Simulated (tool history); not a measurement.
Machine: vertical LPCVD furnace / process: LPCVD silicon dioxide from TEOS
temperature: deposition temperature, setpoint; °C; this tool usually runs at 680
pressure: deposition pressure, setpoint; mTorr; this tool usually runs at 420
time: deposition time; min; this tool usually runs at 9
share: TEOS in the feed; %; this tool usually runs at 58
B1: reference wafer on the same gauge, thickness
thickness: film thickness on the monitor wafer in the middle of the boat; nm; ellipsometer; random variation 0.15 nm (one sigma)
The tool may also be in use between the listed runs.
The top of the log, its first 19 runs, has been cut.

{"run": 20, "hour": 997.8, "temperature": 684, "pressure": 355, "time": 12, "share": 49, "B1": 40.03, "thickness": 51.43}
{"run": 21, "hour": 1058.7, "temperature": 684, "pressure": 420, "time": 12, "share": 52, "B1": 40.02, "thickness": 57.59}
{"run": 22, "hour": 1107.8, "temperature": 680, "pressure": 490, "time": 9, "share": 58, "B1": 39.99, "thickness": 44.5}
{"run": 23, "hour": 1151.3, "temperature": 680, "pressure": 420, "time": 9, "share": 58, "B1": 39.98, "thickness": 41.38}
{"run": 24, "hour": 1200.9, "temperature": 686, "pressure": 420, "time": 11, "share": 62, "B1": 39.96, "thickness": 60.05}
{"run": 25, "hour": 1233.1, "temperature": 674, "pressure": 420, "time": 9, "share": 58, "B1": 39.99, "thickness": 35.78}
{"run": 26, "hour": 1288.6, "temperature": 668, "pressure": 420, "time": 12.5, "share": 58, "B1": 40.02, "thickness": 42.8}
{"run": 27, "hour": 1315.4, "temperature": 680, "pressure": 465, "time": 9, "share": 54, "B1": 40.03, "thickness": 41.75}
{"run": 28, "hour": 1384.1, "temperature": 683, "pressure": 505, "time": 9, "share": 49, "B1": 39.99, "thickness": 44.61}
{"run": 29, "hour": 1439.8, "temperature": 680, "pressure": 445, "time": 10, "share": 53, "B1": 39.99, "thickness": 44.76}
{"run": 30, "hour": 1500.6, "temperature": 680, "pressure": 420, "time": 9, "share": 51, "B1": 39.99, "thickness": 38.39}

Here are 5 independent what-if runs from the current tool condition. What would each one return?
{"run": "A", "hour": 1505.7, "temperature": 680, "pressure": 420, "time": 9, "share": 58, "B1": "?", "thickness": "?"}
{"run": "B", "hour": 1505.7, "temperature": 691, "pressure": 470, "time": 6.5, "share": 55, "B1": "?", "thickness": "?"}
{"run": "C", "hour": 1505.7, "temperature": 690, "pressure": 420, "time": 11, "share": 58, "B1": "?", "thickness": "?"}
{"run": "D", "hour": 1505.7, "temperature": 672, "pressure": 420, "time": 5.5, "share": 58, "B1": "?", "thickness": "?"}
{"run": "E", "hour": 1505.7, "temperature": 680, "pressure": 330, "time": 9, "share": 58, "B1": "?", "thickness": "?"}

run=A B1=39.99 thickness=41.2
run=B B1=39.99 thickness=39.96
run=C B1=39.99 thickness=64.02
run=D B1=39.99 thickness=20.7
run=E B1=39.99 thickness=36.4
Had the tool no hidden state, the same runs would have come out as:
run=A thickness=41.71
run=B thickness=40.4
run=C thickness=64.81
run=D thickness=20.96
run=E thickness=36.97

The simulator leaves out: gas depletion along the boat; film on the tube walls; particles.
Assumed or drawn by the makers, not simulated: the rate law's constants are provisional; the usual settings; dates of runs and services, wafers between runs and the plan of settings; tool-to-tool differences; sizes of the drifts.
